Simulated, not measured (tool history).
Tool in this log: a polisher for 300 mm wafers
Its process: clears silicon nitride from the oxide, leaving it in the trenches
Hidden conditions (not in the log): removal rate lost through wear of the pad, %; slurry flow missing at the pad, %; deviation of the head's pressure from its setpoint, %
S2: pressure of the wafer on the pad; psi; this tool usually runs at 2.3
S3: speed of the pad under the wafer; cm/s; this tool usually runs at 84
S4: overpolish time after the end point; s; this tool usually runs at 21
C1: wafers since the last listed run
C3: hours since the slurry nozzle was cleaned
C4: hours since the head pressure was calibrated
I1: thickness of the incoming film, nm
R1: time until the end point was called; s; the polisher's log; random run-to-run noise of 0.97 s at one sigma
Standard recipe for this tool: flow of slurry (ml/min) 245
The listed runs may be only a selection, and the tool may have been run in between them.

{"run": 1, "hour": 0.0, "flow of slurry (ml/min)": 245, "S2": 2.3, "S3": 84, "S4": 21, "C1": 0, "wafers polished on this pad": 2631, "C3": 236.9, "C4": 224.2, "I1": 65.6, "R1": 103.3}
{"run": 2, "hour": 80.0, "flow of slurry (ml/min)": 210, "S2": 2.3, "S3": 84, "S4": 21, "C1": 834, "wafers polished on this pad": 3466, "C3": 316.9, "C4": 304.2, "I1": 64.8, "R1": 101.9}
{"hour": 122.3, "done": "worn pad replaced by a new one"}
{"run": 3, "hour": 138.7, "flow of slurry (ml/min)": 210, "S2": 2.3, "S3": 84, "S4": 21, "C1": 570, "wafers polished on this pad": 171, "C3": 375.6, "C4": 362.9, "I1": 65.4, "R1": 104.0}
{"run": 4, "hour": 194.3, "flow of slurry (ml/min)": 245, "S2": 2.3, "S3": 84, "S4": 21, "C1": 579, "wafers polished on this pad": 751, "C3": 431.2, "C4": 418.5, "I1": 64.6, "R1": 101.0}
{"run": 5, "hour": 300.1, "flow of slurry (ml/min)": 245, "S2": 2.3, "S3": 68, "S4": 21, "C1": 1103, "wafers polished on this pad": 1854, "C3": 537.0, "C4": 524.3, "I1": 65.8, "R1": 121.7}
{"run": 6, "hour": 360.8, "flow of slurry (ml/min)": 245, "S2": 2.3, "S3": 68, "S4": 21, "C1": 633, "wafers polished on this pad": 2488, "C3": 597.7, "C4": 585.0, "I1": 65.8, "R1": 121.0}
{"hour": 467.4, "done": "worn pad replaced by a new one"}
{"hour": 560.3, "done": "head pressure recalibrated"}
{"hour": 563.3, "done": "slurry nozzle cleaned"}
{"run": 7, "hour": 596.5, "flow of slurry (ml/min)": 245, "S2": 1.8, "S3": 84, "S4": 21, "C1": 2385, "wafers polished on this pad": 1315, "C3": 33.2, "C4": 36.2, "I1": 65.8, "R1": 135.6}
{"run": 8, "hour": 652.9, "flow of slurry (ml/min)": 245, "S2": 1.8, "S3": 84, "S4": 21, "C1": 588, "wafers polished on this pad": 1903, "C3": 89.6, "C4": 92.6, "I1": 63.9, "R1": 132.0}
{"run": 9, "hour": 715.4, "flow of slurry (ml/min)": 245, "S2": 1.8, "S3": 84, "S4": 21, "C1": 651, "wafers polished on this pad": 2555, "C3": 152.1, "C4": 155.1, "I1": 64.9, "R1": 133.8}
{"hour": 837.4, "done": "worn pad replaced by a new one"}
{"run": 10, "hour": 900.0, "flow of slurry (ml/min)": 245, "S2": 2.3, "S3": 84, "S4": 21, "C1": 1883, "wafers polished on this pad": 653, "C3": 336.7, "C4": 339.7, "I1": 65.9, "R1": 106.2}
{"run": 11, "hour": 978.8, "flow of slurry (ml/min)": 245, "S2": 2.3, "S3": 114, "S4": 21, "C1": 821, "wafers polished on this pad": 1475, "C3": 415.5, "C4": 418.5, "I1": 64.5, "R1": 77.9}
{"run": 12, "hour": 1073.7, "flow of slurry (ml/min)": 215, "S2": 3.0, "S3": 98, "S4": 28, "C1": 989, "wafers polished on this pad": 2464, "C3": 510.4, "C4": 513.4, "I1": 65.6, "R1": 69.9}
{"run": 13, "hour": 1136.8, "flow of slurry (ml/min)": 300, "S2": 1.6, "S3": 84, "S4": 15, "C1": 658, "wafers polished on this pad": 3123, "C3": 573.5, "C4": 576.5, "I1": 65.9, "R1": 145.8}
{"hour": 1223.2, "done": "head pressure recalibrated"}
{"hour": 1238.4, "done": "worn pad replaced by a new one"}
{"run": 14, "hour": 1238.9, "flow of slurry (ml/min)": 245, "S2": 2.3, "S3": 84, "S4": 21, "C1": 1002, "wafers polished on this pad": 4, "C3": 675.6, "C4": 15.7, "I1": 65.1, "R1": 108.9}

What will run 15 give?
{"run": 15, "hour": 1275.7, "flow of slurry (ml/min)": 245, "S2": 2.3, "S3": 84, "S4": 21, "C1": 383, "wafers polished on this pad": 388, "C3": 712.4, "C4": 52.5, "I1": 65.4, "R1": "?"}

{"run 15": {"R1": 110.3}}
With no hidden state in the tool, this same run would have given R1 104.3 s.

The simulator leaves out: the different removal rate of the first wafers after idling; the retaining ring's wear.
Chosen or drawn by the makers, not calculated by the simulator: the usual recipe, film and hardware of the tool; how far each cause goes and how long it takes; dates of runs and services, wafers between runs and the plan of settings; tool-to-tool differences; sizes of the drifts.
